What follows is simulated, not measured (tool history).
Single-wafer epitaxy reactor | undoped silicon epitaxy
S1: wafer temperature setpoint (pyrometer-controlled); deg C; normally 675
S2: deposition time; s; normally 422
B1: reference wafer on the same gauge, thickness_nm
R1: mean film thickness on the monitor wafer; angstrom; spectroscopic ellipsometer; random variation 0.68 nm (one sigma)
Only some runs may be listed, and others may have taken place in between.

Run 1, hour 0.0: usual settings but S2 450 s; B1 121.634. Result: R1 1332.82 angstrom.
Run 2, hour 65.3: usual settings; B1 122.169. Result: R1 1239.44 angstrom.
Run 3, hour 115.2: usual settings; B1 122.263. Result: R1 1252.93 angstrom.
Run 4, hour 163.6: usual settings; B1 122.176. Result: R1 1256.07 angstrom.
Run 5, hour 208.8: usual settings; B1 121.727. Result: R1 1245.45 angstrom.
Run 6, hour 248.5: usual settings; B1 122.273. Result: R1 1258.24 angstrom.
Run 7, hour 312.7: usual settings but S1 684 deg C; B1 121.954. Result: R1 1475.70 angstrom.
Run 8, hour 375.0: usual settings; B1 121.860. Result: R1 1266.18 angstrom.
Run 9, hour 399.8: usual settings; B1 122.174. Result: R1 1252.96 angstrom.
Run 10, hour 456.3: usual settings; B1 122.065. Result: R1 1244.35 angstrom.
Run 11, hour 494.4: usual settings; B1 121.773. Result: R1 1249.95 angstrom.
Run 12, hour 530.5: usual settings but S2 371 s; B1 122.099. Result: R1 1108.84 angstrom.
Run 13, hour 599.0: usual settings but S2 392 s; B1 121.967. Result: R1 1173.72 angstrom.
Run 14, hour 630.5: usual settings but S2 392 s; B1 121.819. Result: R1 1174.72 angstrom.
At hour 657.1: gauge calibrated.
Run 15, hour 669.8: usual settings but S2 470 s; B1 122.172. Result: R1 1411.28 angstrom.
Run 16, hour 724.5: usual settings; B1 121.935. Result: R1 1271.54 angstrom.
At hour 766.8: pyrometer calibrated.
Run 17, hour 776.0: usual settings but S1 662 deg C, S2 488 s; B1 122.042. Result: R1 1104.99 angstrom.
Run 18, hour 817.6: usual settings but S2 474 s; B1 121.817. Result: R1 1378.05 angstrom.
Run 19, hour 865.0: usual settings but S2 398 s; B1 122.189. Result: R1 1155.00 angstrom.
Run 20, hour 895.9: usual settings but S1 662 deg C, S2 452 s; B1 121.872. Result: R1 1043.80 angstrom.
Run 21, hour 922.3: usual settings; B1 122.081. Result: R1 1234.56 angstrom.
Run 22, hour 989.9: usual settings; B1 121.935. Result: R1 1238.54 angstrom.
Run 23, hour 1022.1: usual settings but S1 665 deg C, S2 472 s; B1 122.218. Result: R1 1147.01 angstrom.
Run 24, hour 1092.7: usual settings; B1 122.114. Result: R1 1244.49 angstrom.
Run 25, hour 1117.9: usual settings; B1 122.258. Result: R1 1235.68 angstrom.
Run 26, hour 1179.8: usual settings but S1 688 deg C, S2 502 s; B1 122.045. Result: R1 1858.70 angstrom.
Run 27, hour 1241.2: usual settings but S1 685 deg C, S2 356 s; B1 121.888. Result: R1 1254.06 angstrom.
Run 28, hour 1267.1: usual settings but S1 661 deg C, S2 365 s; B1 122.430. Result: R1 827.02 angstrom.
Run 29, hour 1333.0: usual settings but S1 685 deg C, S2 358 s; B1 122.080. Result: R1 1273.87 angstrom.
Run 30, hour 1369.9: usual settings; B1 121.619. Result: R1 1264.71 angstrom.

What the log doesn't show, run by run:
gauge reads high (%): 0 on each run
H1: wafer temperature above the value expected at the setpoint (K)
run       H1
  1    0.354
  2    0.477
  3    0.571
  4    0.661
  5    0.746
  6    0.821
  7    0.941
  8     1.06
  9      1.1
 10     1.21
 11     1.28
 12     1.35
 13     1.48
 14     1.54
 15     1.61
 16     1.71
 17   -0.281
 18   -0.203
 19   -0.114
 20   -0.056
 21  -0.0065
 22     0.12
 23    0.181
 24    0.313
 25     0.36
 26    0.477
 27    0.592
 28     0.64
 29    0.764
 30    0.833
